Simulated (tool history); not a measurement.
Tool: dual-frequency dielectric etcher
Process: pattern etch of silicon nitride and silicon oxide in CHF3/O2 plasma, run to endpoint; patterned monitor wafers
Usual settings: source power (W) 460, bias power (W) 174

run	hour	source power (W)	bias power (W)	wafers since the last listed run	hours since the last wet clean	hours since the last source power generator calibration	hours since the last bias power generator calibration	hours since the last upper electrode change	incoming incoming film thickness, nm	endpoint time (s)
1	0	460	174	0	48.6	1015.3	3273	1501	287.8	198.1
2	68.3	460	174	575	116.9	1083.6	3341.3	1569.3	288.5	201.7
3	92.3	460	174	202	140.9	1107.6	3365.3	1593.3	288.1	199.5
4	149.4	460	174	481	198	1164.7	3422.4	1650.4	288.6	202.6
5	202.3	460	162	445	250.9	1217.6	3475.3	1703.3	293	214.9
6	259.6	460	164	482	308.2	1274.9	3532.6	1760.6	287.3	208.4
7	312	460	193	441	360.6	1327.3	3585	1813	290.2	190.1
8	349.3	460	174	314	397.9	1364.6	3622.3	1850.3	288.2	198.8
9	374.5	460	174	212	423.1	1389.8	3647.5	1875.5	288.4	200.1
# hour 441.4: wet clean of the chamber
10	441.9	460	174	365	0.5	1457.2	3714.9	1942.9	289.5	202
11	448.6	460	174	56	7.2	1463.9	3721.6	1949.6	289	203.2
12	494.5	580	212	386	53.1	1509.8	3767.5	1995.5	289.3	172.5
13	529.2	390	174	292	87.8	1544.5	3802.2	2030.2	289.7	211.3
14	586.3	460	174	481	144.9	1601.6	3859.3	2087.3	285.1	198.8
15	610.7	430	199	205	169.3	1626	3883.7	2111.7	285.8	187.4
16	653.2	460	174	358	211.8	1668.5	3926.2	2154.2	292.5	204.9
17	717.7	460	174	543	276.3	1733	3990.7	2218.7	290.2	203.7
18	764.1	460	192	390	322.7	1779.4	4037.1	2265.1	289.1	193.6
19	798	460	174	285	356.6	1813.3	4071	2299	289.1	203.1
20	852.4	390	211	458	411	1867.7	4125.4	2353.4	288.1	186.1
21	895.4	460	174	362	454	1910.7	4168.4	2396.4	289.7	205.6
# hour 908.2: source power generator calibrated
# hour 939.9: wet clean of the chamber
22	940.4	460	174	143	0.5	32.2	4213.4	2441.4	291.4	202.8
# hour 1087.1: bias power generator calibrated
# hour 1141.9: upper electrode replaced
23	1142.4	460	174	1465	202.5	234.2	55.3	0.5	288.5	200.1
24	1190.5	410	174	405	250.6	282.3	103.4	48.6	286.8	207.8
25	1242.7	550	174	439	302.8	334.5	155.6	100.8	290.3	192.4
26	1286.5	380	213	368	346.6	378.3	199.4	144.6	287.9	188.8
27	1351	360	136	543	411.1	442.8	263.9	209.1	289.7	244.4
28	1388.3	500	192	314	448.4	480.1	301.2	246.4	292.1	188.2
29	1439.1	340	147	427	499.2	530.9	352	297.2	290.6	240.9
# hour 1487.9: wet clean of the chamber
30	1492.7	460	174	249	4.8	584.5	405.6	350.8	287.9	198.5
31	1552.5	420	211	503	64.6	644.3	465.4	410.6	290	189.2
32	1602.2	520	174	418	114.3	694	515.1	460.3	288.2	196.2
33	1674.3	350	198	607	186.4	766.1	587.2	532.4	290.1	202.3
34	1737	550	212	528	249.1	828.8	649.9	595.1	290.2	176
35	1778.5	520	201	349	290.6	870.3	691.4	636.6	287.3	179.9
36	1839.6	460	174	514	351.7	931.4	752.5	697.7	287	202

3 ways to go on from here, each from the tool as it stands after run 36. What would each give?
A	1840.1	380	174	4	352.2	931.9	753	698.2	288.2	?
B	1840.1	460	187	4	352.2	931.9	753	698.2	288.2	?
C	1840.1	380	148	4	352.2	931.9	753	698.2	288.2	?

run	endpoint time (s)
A	212.1
B	194.5
C	231.8
Without the tool's hidden state the same runs would have given:
run	endpoint time (s)
A	212.1
B	194.5
C	231.8

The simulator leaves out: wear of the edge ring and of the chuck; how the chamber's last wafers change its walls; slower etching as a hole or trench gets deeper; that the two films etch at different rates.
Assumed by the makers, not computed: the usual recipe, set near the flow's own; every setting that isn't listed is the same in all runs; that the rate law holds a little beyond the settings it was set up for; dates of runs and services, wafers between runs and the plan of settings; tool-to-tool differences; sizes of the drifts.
